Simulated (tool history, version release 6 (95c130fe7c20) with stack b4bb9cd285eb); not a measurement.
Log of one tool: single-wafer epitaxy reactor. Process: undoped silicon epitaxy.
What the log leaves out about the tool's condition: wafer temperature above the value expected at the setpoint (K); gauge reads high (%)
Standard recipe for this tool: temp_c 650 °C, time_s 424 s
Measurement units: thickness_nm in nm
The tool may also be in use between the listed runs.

run	hour	temp_c	time_s	wafers since the last listed run	hours since the last pyrometer calibration	hours since the gauge calibration	read-back reference wafer on the same gauge, thickness_nm	thickness_nm
1	0	650	424	0	1537.8	919.3	68.863	68.314
2	34	650	424	119	1571.8	953.3	68.934	68.426
3	92.5	650	424	205	1630.3	1011.8	68.935	68.333
4	161.4	639	405	242	1699.2	1080.7	68.872	48.934
5	204.4	650	424	151	1742.2	1123.7	68.912	67.989
6	266.9	650	424	219	1804.7	1186.2	68.897	68.053
7	310	650	424	151	1847.8	1229.3	69.001	67.839
8	362	650	424	182	1899.8	1281.3	68.832	67.282
9	411.7	650	424	174	1949.5	1331	68.958	67.347
10	470.6	650	424	207	2008.4	1389.9	68.847	67.879
11	527.1	650	424	198	2064.9	1446.4	68.907	67.14
12	556.2	645	424	102	2094	1475.5	68.954	59.115
13	589.2	645	424	116	2127	1508.5	68.896	59.237
14	635.6	645	424	163	2173.4	1554.9	68.881	58.903
15	682.3	650	424	164	2220.1	1601.6	68.883	66.529
16	713	650	424	108	2250.8	1632.3	68.778	66.351
# hour 723.1: pyrometer calibrated
# hour 724.6: gauge calibrated
17	741.4	650	424	71	18.3	16.8	68.859	70.528
18	775	650	424	118	51.9	50.4	68.96	70.543
19	811.3	640	466	127	88.2	86.7	68.904	59.64
20	853.2	635	453	147	130.1	128.6	68.9	51.427
21	881.3	657	347	98	158.2	156.7	68.928	67.733
22	947.5	650	424	232	224.4	222.9	68.876	69.415
23	974	661	366	93	250.9	249.4	68.972	79.381
24	1010.2	660	400	127	287.1	285.6	68.875	84.019
25	1066.1	657	452	196	343	341.5	68.859	89.526
26	1094.7	636	424	100	371.6	370.1	68.881	49.145
27	1123	656	424	99	399.9	398.4	68.908	81.092
28	1164.7	650	453	146	441.6	440.1	68.868	74.47
29	1191.2	657	424	93	468.1	466.6	68.888	83.613
30	1245.5	650	342	191	522.4	520.9	68.996	56.417
31	1300.2	650	424	192	577.1	575.6	68.865	69.177
32	1326.8	636	390	93	603.7	602.2	68.943	45.088
33	1398.3	661	378	251	675.2	673.7	68.894	81.491
34	1443.2	650	424	157	720.1	718.6	68.778	70.001
35	1502.5	657	452	208	779.4	777.9	68.931	88.33
36	1552.5	650	469	175	829.4	827.9	68.93	76.148
37	1599.9	665	447	166	876.8	875.3	68.821	105.911

For some of the steps in thickness_nm from one run to the next: how much would appear even if the tool had no hidden state, given the settings, what came in and random variation, and how much remains for the hidden state plus any gauge scatter that the measured result and the result without hidden state don't share?
Run 4 -> 5: temp_c 639 -> 650, time_s 405 -> 424. thickness_nm +19.055 nm: hidden state -0.787, all else +19.842.
Run 16 -> 17: pyrometer calibrated, gauge calibrated. thickness_nm +4.177 nm: hidden state +3.323, all else +0.854.
Run 25 -> 26: temp_c 657 -> 636, time_s 452 -> 424. thickness_nm -40.381 nm: hidden state +0.521, all else -40.902.
Run 26 -> 27: temp_c 636 -> 656. thickness_nm +31.947 nm: hidden state -0.444, all else +32.391.
Run 32 -> 33: temp_c 636 -> 661, time_s 390 -> 378. thickness_nm +36.403 nm: hidden state -0.647, all else +37.05.

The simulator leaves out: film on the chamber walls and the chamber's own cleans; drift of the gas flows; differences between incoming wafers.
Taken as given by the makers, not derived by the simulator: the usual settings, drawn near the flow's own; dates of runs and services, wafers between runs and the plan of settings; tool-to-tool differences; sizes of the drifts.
